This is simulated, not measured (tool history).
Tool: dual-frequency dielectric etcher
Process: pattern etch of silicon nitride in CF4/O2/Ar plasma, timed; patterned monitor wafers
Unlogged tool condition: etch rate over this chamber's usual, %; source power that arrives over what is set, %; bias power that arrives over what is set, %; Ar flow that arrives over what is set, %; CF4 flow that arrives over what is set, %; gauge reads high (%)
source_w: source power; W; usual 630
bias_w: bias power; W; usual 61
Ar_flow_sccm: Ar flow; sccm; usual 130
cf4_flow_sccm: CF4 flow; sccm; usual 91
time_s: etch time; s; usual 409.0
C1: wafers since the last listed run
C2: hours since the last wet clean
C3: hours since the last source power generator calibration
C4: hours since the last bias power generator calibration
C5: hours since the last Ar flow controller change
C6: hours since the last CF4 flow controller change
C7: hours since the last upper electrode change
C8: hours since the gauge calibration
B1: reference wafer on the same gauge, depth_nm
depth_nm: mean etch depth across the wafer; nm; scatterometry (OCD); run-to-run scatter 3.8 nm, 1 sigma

Run 1, hour 0.0: usual settings but cf4_flow_sccm 82 sccm; C1 0; C2 272.0; C3 767.5; C4 1542.5; C5 758.7; C6 1821.0; C7 4581.4; C8 836.3; B1 1028.5. Result: depth_nm 1017.9 nm.
Run 2, hour 58.7: usual settings; C1 163; C2 330.7; C3 826.2; C4 1601.2; C5 817.4; C6 1879.7; C7 4640.1; C8 895.0; B1 1030.0. Result: depth_nm 1041.4 nm.
Run 3, hour 159.3: usual settings but cf4_flow_sccm 112 sccm; C1 279; C2 431.3; C3 926.8; C4 1701.8; C5 918.0; C6 1980.3; C7 4740.7; C8 995.6; B1 1029.1. Result: depth_nm 1064.0 nm.
Run 4, hour 215.9: usual settings but Ar_flow_sccm 144 sccm; C1 157; C2 487.9; C3 983.4; C4 1758.4; C5 974.6; C6 2036.9; C7 4797.3; C8 1052.2; B1 1029.6. Result: depth_nm 1025.3 nm.
Run 5, hour 300.7: usual settings but bias_w 72 W; C1 235; C2 572.7; C3 1068.2; C4 1843.2; C5 1059.4; C6 2121.7; C7 4882.1; C8 1137.0; B1 1029.7. Result: depth_nm 1128.7 nm.
At hour 377.6: upper electrode replaced.
Run 6, hour 380.7: usual settings but cf4_flow_sccm 108 sccm; C1 155; C2 652.7; C3 1148.2; C4 1923.2; C5 1139.4; C6 2201.7; C7 3.1; C8 1217.0; B1 1032.0. Result: depth_nm 1063.1 nm.
At hour 413.1: bias power generator calibrated.
At hour 416.4: wet clean of the chamber.
Run 7, hour 472.1: usual settings but source_w 530 W, bias_w 55 W, cf4_flow_sccm 83 sccm, time_s 366.0 s; C1 233; C2 55.7; C3 1239.6; C4 59.0; C5 1230.8; C6 2293.1; C7 94.5; C8 1308.4; B1 1028.2. Result: depth_nm 805.9 nm.
At hour 489.3: CF4 flow controller replaced.
Run 8, hour 537.2: usual settings but bias_w 69 W, Ar_flow_sccm 105 sccm; C1 164; C2 120.8; C3 1304.7; C4 124.1; C5 1295.9; C6 47.9; C7 159.6; C8 1373.5; B1 1029.9. Result: depth_nm 1135.3 nm.
Run 9, hour 619.5: usual settings; C1 228; C2 203.1; C3 1387.0; C4 206.4; C5 1378.2; C6 130.2; C7 241.9; C8 1455.8; B1 1029.6. Result: depth_nm 1028.8 nm.
Run 10, hour 772.9: usual settings but Ar_flow_sccm 140 sccm, time_s 302.5 s; C1 426; C2 356.5; C3 1540.4; C4 359.8; C5 1531.6; C6 283.6; C7 395.3; C8 1609.2; B1 1031.1. Result: depth_nm 763.4 nm.
Run 11, hour 812.6: usual settings; C1 110; C2 396.2; C3 1580.1; C4 399.5; C5 1571.3; C6 323.3; C7 435.0; C8 1648.9; B1 1030.5. Result: depth_nm 1037.9 nm.
Run 12, hour 850.2: usual settings but Ar_flow_sccm 118 sccm; C1 104; C2 433.8; C3 1617.7; C4 437.1; C5 1608.9; C6 360.9; C7 472.6; C8 1686.5; B1 1030.9. Result: depth_nm 1050.5 nm.
Run 13, hour 925.6: usual settings; C1 209; C2 509.2; C3 1693.1; C4 512.5; C5 1684.3; C6 436.3; C7 548.0; C8 1761.9; B1 1029.9. Result: depth_nm 1037.0 nm.
Run 14, hour 980.7: usual settings but source_w 780 W, Ar_flow_sccm 142 sccm, cf4_flow_sccm 69 sccm, time_s 372.5 s; C1 153; C2 564.3; C3 1748.2; C4 567.6; C5 1739.4; C6 491.4; C7 603.1; C8 1817.0; B1 1031.0. Result: depth_nm 980.3 nm.
Run 15, hour 1026.6: usual settings; C1 127; C2 610.2; C3 1794.1; C4 613.5; C5 1785.3; C6 537.3; C7 649.0; C8 1862.9; B1 1030.1. Result: depth_nm 1042.2 nm.
Run 16, hour 1108.1: usual settings but bias_w 69 W; C1 226; C2 691.7; C3 1875.6; C4 695.0; C5 1866.8; C6 618.8; C7 730.5; C8 1944.4; B1 1030.3. Result: depth_nm 1105.2 nm.
At hour 1127.4: source power generator calibrated.
At hour 1162.4: wet clean of the chamber.
Run 17, hour 1200.6: usual settings; C1 179; C2 38.2; C3 73.2; C4 787.5; C5 1959.3; C6 711.3; C7 823.0; C8 2036.9; B1 1030.1. Result: depth_nm 1070.6 nm.
Run 18, hour 1284.8: usual settings but bias_w 75 W, Ar_flow_sccm 155 sccm, cf4_flow_sccm 83 sccm; C1 233; C2 122.4; C3 157.4; C4 871.7; C5 2043.5; C6 795.5; C7 907.2; C8 2121.1; B1 1031.3. Result: depth_nm 1146.1 nm.
Run 19, hour 1374.2: usual settings; C1 248; C2 211.8; C3 246.8; C4 961.1; C5 2132.9; C6 884.9; C7 996.6; C8 2210.5; B1 1030.3. Result: depth_nm 1067.0 nm.
Run 20, hour 1425.7: usual settings but source_w 770 W, Ar_flow_sccm 110 sccm; C1 143; C2 263.3; C3 298.3; C4 1012.6; C5 2184.4; C6 936.4; C7 1048.1; C8 2262.0; B1 1029.7. Result: depth_nm 1204.4 nm.
Run 21, hour 1485.7: usual settings but source_w 720 W, bias_w 73 W, Ar_flow_sccm 109 sccm; C1 166; C2 323.3; C3 358.3; C4 1072.6; C5 2244.4; C6 996.4; C7 1108.1; C8 2322.0; B1 1031.7. Result: depth_nm 1270.3 nm.
Run 22, hour 1536.5: usual settings; C1 141; C2 374.1; C3 409.1; C4 1123.4; C5 2295.2; C6 1047.2; C7 1158.9; C8 2372.8; B1 1029.7. Result: depth_nm 1059.2 nm.

Each row is a separate what-if for the run after 22, all from the same tool condition, not one after another. Results?
Run A, hour 1537.0: usual settings but time_s 370.0 s; C1 1; C2 374.6; C3 409.6; C4 1123.9; C5 2295.7; C6 1047.7; C7 1159.4; C8 2373.3; B1 ?. Result: depth_nm ?.
Run B, hour 1537.0: usual settings but source_w 780 W, bias_w 56 W, cf4_flow_sccm 70 sccm; C1 1; C2 374.6; C3 409.6; C4 1123.9; C5 2295.7; C6 1047.7; C7 1159.4; C8 2373.3; B1 ?. Result: depth_nm ?.
Run C, hour 1537.0: usual settings but source_w 730 W, bias_w 71 W, cf4_flow_sccm 101 sccm, time_s 301.5 s; C1 1; C2 374.6; C3 409.6; C4 1123.9; C5 2295.7; C6 1047.7; C7 1159.4; C8 2373.3; B1 ?. Result: depth_nm ?.

run      B1  depth_nm
  A  1030.0     956.9
  B  1030.0    1072.3
  C  1030.0     915.1
Without the tool's unlogged condition, the same runs would have read:
run  depth_nm
  A     953.9
  B    1067.1
  C     913.4
